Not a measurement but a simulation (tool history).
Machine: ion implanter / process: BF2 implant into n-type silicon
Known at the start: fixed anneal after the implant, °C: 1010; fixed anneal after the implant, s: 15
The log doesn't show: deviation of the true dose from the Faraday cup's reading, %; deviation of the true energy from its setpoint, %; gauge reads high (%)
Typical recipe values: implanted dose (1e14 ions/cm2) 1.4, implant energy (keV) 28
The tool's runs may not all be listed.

run,hour,implanted dose (1e14 ions/cm2),implant energy (keV),wafers since the last listed run,hours since the last dose calibration,hours since the extraction supply was calibrated,hours since the gauge calibration,"read-back reference wafer on the same gauge, sheet resistance",sheet resistance of the implanted and annealed layer (ohm/square)
1,0,1.4,28,0,206.1,4847,1917.7,796.35,726.21
2,64.4,1.4,28,1305,270.5,4911.4,1982.1,795.7,728.03
3,94.8,1.4,28,616,300.9,4941.8,2012.5,795.81,725.03
4,123.4,1.4,28,579,329.5,4970.4,2041.1,796.03,724.77
5,170.4,1.4,28,952,376.5,5017.4,2088.1,795.62,724.59
6,197.9,1.4,28,557,404,5044.9,2115.6,796.07,719.77
7,265,1.4,28,1360,471.1,5112,2182.7,795.52,716.34
8,298.6,1.4,28,681,504.7,5145.6,2216.3,794.9,712.14
# hour 357.4: gauge calibrated
9,367.2,1.4,28,1390,573.3,5214.2,9.8,795.14,712.16
10,436.4,1.4,28,1402,642.5,5283.4,79,795.83,717.69
11,504.5,1.4,25.5,1380,710.6,5351.5,147.1,796.56,720.24
12,560.9,1.4,25.5,1143,767,5407.9,203.5,796.97,715.6
13,607.8,1.4,25.5,950,813.9,5454.8,250.4,796.43,712.23
# hour 658.5: extraction supply calibrated
14,660.5,1.4,28,906,866.6,2,303.1,796.09,706.66
15,728.6,1.4,28,1380,934.7,70.1,371.2,795.86,696.19
16,758.7,1.4,28,610,964.8,100.2,401.3,795.34,691.9
# hour 771.6: Faraday cup replaced and dose calibrated
17,824.6,1,33.5,1173,53,166.1,467.2,796.3,923.05
18,873.4,1.12,28,989,101.8,214.9,516,795.8,874.27
19,925.9,1.05,28,1064,154.3,267.4,568.5,795.54,911.81
20,963,1.16,34.5,751,191.4,304.5,605.6,795.55,813.67
21,1027.4,1.67,36,1305,255.8,368.9,670,795.74,603.97
22,1077.4,1.69,37.5,1013,305.8,418.9,720,795.85,596.65
23,1112.5,1.26,37,711,340.9,454,755.1,795.53,755.73
24,1140.8,1.7,18,573,369.2,482.3,783.4,795.77,639.91
25,1178.8,1.77,28,770,407.2,520.3,821.4,796.28,587.62
26,1208.7,1.64,28,606,437.1,550.2,851.3,795.2,630.54
27,1258.6,1.4,25.5,1011,487,600.1,901.2,796.3,723.08
28,1284.7,1.68,36,529,513.1,626.2,927.3,795.56,597.28
29,1333,1.2,23.5,978,561.4,674.5,975.6,797.12,827.34
30,1392.3,1.61,28,1201,620.7,733.8,1034.9,795.95,630.65
31,1435.8,1.02,19.5,881,664.2,777.3,1078.4,795.67,979.24
32,1481.9,1.4,36.5,934,710.3,823.4,1124.5,795.05,677.1
# hour 1644.2: Faraday cup replaced and dose calibrated
33,1667.7,1.54,35,3603,23.5,1009.2,1310.3,795.9,648.41
34,1714.4,1.4,28,946,70.2,1055.9,1357,795.66,731.53
35,1785.5,1.4,28,1441,141.3,1127,1428.1,796.04,725.34
36,1814.6,1.66,28,589,170.4,1156.1,1457.2,796.61,628.39
37,1842.1,1.4,28,557,197.9,1183.6,1484.7,796.59,727.22

Hidden state or all else? Some run-to-run changes of sheet resistance of the implanted and annealed layer (ohm/square), split into what the settings, what came in and random variation would give without the hidden state, and what is left for the hidden state (with any gauge scatter that isn't in both results):
Run 16 -> 17: implanted dose (1e14 ions/cm2) 1.4 -> 1, implant energy (keV) 28 -> 33.5, Faraday cup replaced and dose calibrated. sheet resistance of the implanted and annealed layer (ohm/square) +231.15: hidden state +28.72, all else +202.43.
Run 30 -> 31: implanted dose (1e14 ions/cm2) 1.61 -> 1.02, implant energy (keV) 28 -> 19.5. sheet resistance of the implanted and annealed layer (ohm/square) +348.59: hidden state -11.56, all else +360.15.
Run 31 -> 32: implanted dose (1e14 ions/cm2) 1.02 -> 1.4, implant energy (keV) 19.5 -> 36.5. sheet resistance of the implanted and annealed layer (ohm/square) -302.14: hidden state +7.05, all else -309.19.
Run 32 -> 33: implanted dose (1e14 ions/cm2) 1.4 -> 1.54, implant energy (keV) 36.5 -> 35, Faraday cup replaced and dose calibrated. sheet resistance of the implanted and annealed layer (ohm/square) -28.69: hidden state +19.36, all else -48.05.
